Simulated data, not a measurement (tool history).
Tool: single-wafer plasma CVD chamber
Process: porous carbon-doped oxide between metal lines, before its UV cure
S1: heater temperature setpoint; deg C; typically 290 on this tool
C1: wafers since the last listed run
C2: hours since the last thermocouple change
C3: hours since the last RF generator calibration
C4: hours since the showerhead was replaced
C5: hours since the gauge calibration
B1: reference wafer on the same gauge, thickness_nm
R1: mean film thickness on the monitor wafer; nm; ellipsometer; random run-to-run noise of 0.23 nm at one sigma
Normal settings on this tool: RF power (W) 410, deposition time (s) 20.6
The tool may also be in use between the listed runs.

Run 1, hour 0.0: usual settings but RF power (W) 455; C1 0; C2 2408.3; C3 1579.8; C4 4752.6; C5 375.3; B1 107.106. Result: R1 98.517 nm.
At hour 8.9: gauge calibrated.
Run 2, hour 13.1: usual settings but RF power (W) 455; C1 313; C2 2421.4; C3 1592.9; C4 4765.7; C5 4.2; B1 107.084. Result: R1 98.459 nm.
Run 3, hour 25.7: usual settings; C1 301; C2 2434.0; C3 1605.5; C4 4778.3; C5 16.8; B1 107.033. Result: R1 93.943 nm.
Run 4, hour 41.6: usual settings; C1 380; C2 2449.9; C3 1621.4; C4 4794.2; C5 32.7; B1 107.100. Result: R1 93.831 nm.
Run 5, hour 58.5: usual settings but S1 299 deg C, RF power (W) 445; C1 404; C2 2466.8; C3 1638.3; C4 4811.1; C5 49.6; B1 107.100. Result: R1 92.006 nm.
Run 6, hour 75.0: usual settings but S1 299 deg C, RF power (W) 445; C1 395; C2 2483.3; C3 1654.8; C4 4827.6; C5 66.1; B1 107.128. Result: R1 91.612 nm.
At hour 98.2: thermocouple changed; heater temperature recalibrated.
Run 7, hour 98.7: usual settings but S1 299 deg C, RF power (W) 445; C1 376; C2 0.5; C3 1678.5; C4 4851.3; C5 89.8; B1 106.977. Result: R1 91.587 nm.
At hour 111.9: RF generator calibrated.
Run 8, hour 112.4: usual settings; C1 136; C2 14.2; C3 0.5; C4 4865.0; C5 103.5; B1 107.025. Result: R1 93.997 nm.
Run 9, hour 120.8: usual settings; C1 201; C2 22.6; C3 8.9; C4 4873.4; C5 111.9; B1 107.116. Result: R1 93.786 nm.
Run 10, hour 132.2: usual settings; C1 273; C2 34.0; C3 20.3; C4 4884.8; C5 123.3; B1 107.093. Result: R1 94.095 nm.
Run 11, hour 144.0: usual settings but RF power (W) 365; C1 282; C2 45.8; C3 32.1; C4 4896.6; C5 135.1; B1 107.162. Result: R1 89.645 nm.
Run 12, hour 154.8: usual settings but S1 278 deg C, RF power (W) 440, deposition time (s) 18.3; C1 258; C2 56.6; C3 42.9; C4 4907.4; C5 145.9; B1 107.223. Result: R1 94.081 nm.
At hour 168.6: showerhead replaced.
Run 13, hour 169.1: usual settings; C1 150; C2 70.9; C3 57.2; C4 0.5; C5 160.2; B1 107.138. Result: R1 93.471 nm.
Run 14, hour 179.0: usual settings but S1 280 deg C, deposition time (s) 17.0; C1 237; C2 80.8; C3 67.1; C4 10.4; C5 170.1; B1 107.049. Result: R1 83.647 nm.
Run 15, hour 187.2: usual settings; C1 196; C2 89.0; C3 75.3; C4 18.6; C5 178.3; B1 107.084. Result: R1 94.435 nm.
Run 16, hour 200.9: usual settings but deposition time (s) 22.1; C1 328; C2 102.7; C3 89.0; C4 32.3; C5 192.0; B1 107.130. Result: R1 100.265 nm.
Run 17, hour 210.6: usual settings but RF power (W) 360; C1 232; C2 112.4; C3 98.7; C4 42.0; C5 201.7; B1 107.109. Result: R1 88.753 nm.
Run 18, hour 219.3: usual settings; C1 208; C2 121.1; C3 107.4; C4 50.7; C5 210.4; B1 107.158. Result: R1 93.794 nm.
Run 19, hour 233.5: usual settings but RF power (W) 485, deposition time (s) 16.6; C1 340; C2 135.3; C3 121.6; C4 64.9; C5 224.6; B1 107.068. Result: R1 82.040 nm.
Run 20, hour 246.9: usual settings but S1 301 deg C; C1 320; C2 148.7; C3 135.0; C4 78.3; C5 238.0; B1 107.167. Result: R1 87.454 nm.
Run 21, hour 256.1: usual settings but S1 285 deg C, deposition time (s) 23.6; C1 220; C2 157.9; C3 144.2; C4 87.5; C5 247.2; B1 107.135. Result: R1 111.524 nm.
Run 22, hour 263.8: usual settings; C1 184; C2 165.6; C3 151.9; C4 95.2; C5 254.9; B1 107.223. Result: R1 93.981 nm.
Run 23, hour 278.4: usual settings; C1 349; C2 180.2; C3 166.5; C4 109.8; C5 269.5; B1 107.034. Result: R1 94.326 nm.
Run 24, hour 293.8: usual settings; C1 368; C2 195.6; C3 181.9; C4 125.2; C5 284.9; B1 107.058. Result: R1 94.095 nm.
At hour 311.5: gauge calibrated.
Run 25, hour 311.7: usual settings but S1 284 deg C, deposition time (s) 23.8; C1 428; C2 213.5; C3 199.8; C4 143.1; C5 0.2; B1 107.136. Result: R1 112.061 nm.
Run 26, hour 321.3: usual settings; C1 229; C2 223.1; C3 209.4; C4 152.7; C5 9.8; B1 107.117. Result: R1 94.026 nm.
Run 27, hour 337.0: usual settings but S1 281 deg C, RF power (W) 350, deposition time (s) 17.4; C1 376; C2 238.8; C3 225.1; C4 168.4; C5 25.5; B1 107.086. Result: R1 79.596 nm.
Run 28, hour 343.1: usual settings; C1 146; C2 244.9; C3 231.2; C4 174.5; C5 31.6; B1 107.073. Result: R1 93.979 nm.
Run 29, hour 359.1: usual settings but S1 302 deg C, deposition time (s) 23.9; C1 383; C2 260.9; C3 247.2; C4 190.5; C5 47.6; B1 107.157. Result: R1 100.277 nm.
Run 30, hour 374.9: usual settings but S1 304 deg C, RF power (W) 390; C1 378; C2 276.7; C3 263.0; C4 206.3; C5 63.4; B1 107.087. Result: R1 84.334 nm.
Run 31, hour 390.6: usual settings but RF power (W) 480, deposition time (s) 24.7; C1 376; C2 292.4; C3 278.7; C4 222.0; C5 79.1; B1 107.092. Result: R1 120.534 nm.
Run 32, hour 399.9: usual settings; C1 222; C2 301.7; C3 288.0; C4 231.3; C5 88.4; B1 107.120. Result: R1 94.222 nm.
Run 33, hour 416.1: usual settings; C1 388; C2 317.9; C3 304.2; C4 247.5; C5 104.6; B1 107.096. Result: R1 94.115 nm.
Run 34, hour 426.8: usual settings but S1 300 deg C, deposition time (s) 18.1; C1 256; C2 328.6; C3 314.9; C4 258.2; C5 115.3; B1 107.093. Result: R1 77.424 nm.

4 ways to go on from here, each from the tool as it stands after run 34. What would each give?
Run A, hour 427.2: usual settings; C1 9; C2 329.0; C3 315.3; C4 258.6; C5 115.7; B1 ?. Result: R1 ?.
Run B, hour 427.2: usual settings but S1 278 deg C, RF power (W) 480, deposition time (s) 22.5; C1 9; C2 329.0; C3 315.3; C4 258.6; C5 115.7; B1 ?. Result: R1 ?.
Run C, hour 427.2: usual settings but S1 294 deg C; C1 9; C2 329.0; C3 315.3; C4 258.6; C5 115.7; B1 ?. Result: R1 ?.
Run D, hour 427.2: usual settings but deposition time (s) 24.1; C1 9; C2 329.0; C3 315.3; C4 258.6; C5 115.7; B1 ?. Result: R1 ?.

run       B1       R1
  A  107.123   94.224
  B  107.123  120.037
  C  107.123   91.716
  D  107.123  109.646
The same runs, with their run-to-run variation unchanged, on a tool lacking any hidden condition would have given:
run       R1
  A   94.224
  B  120.037
  C   91.716
  D  109.646
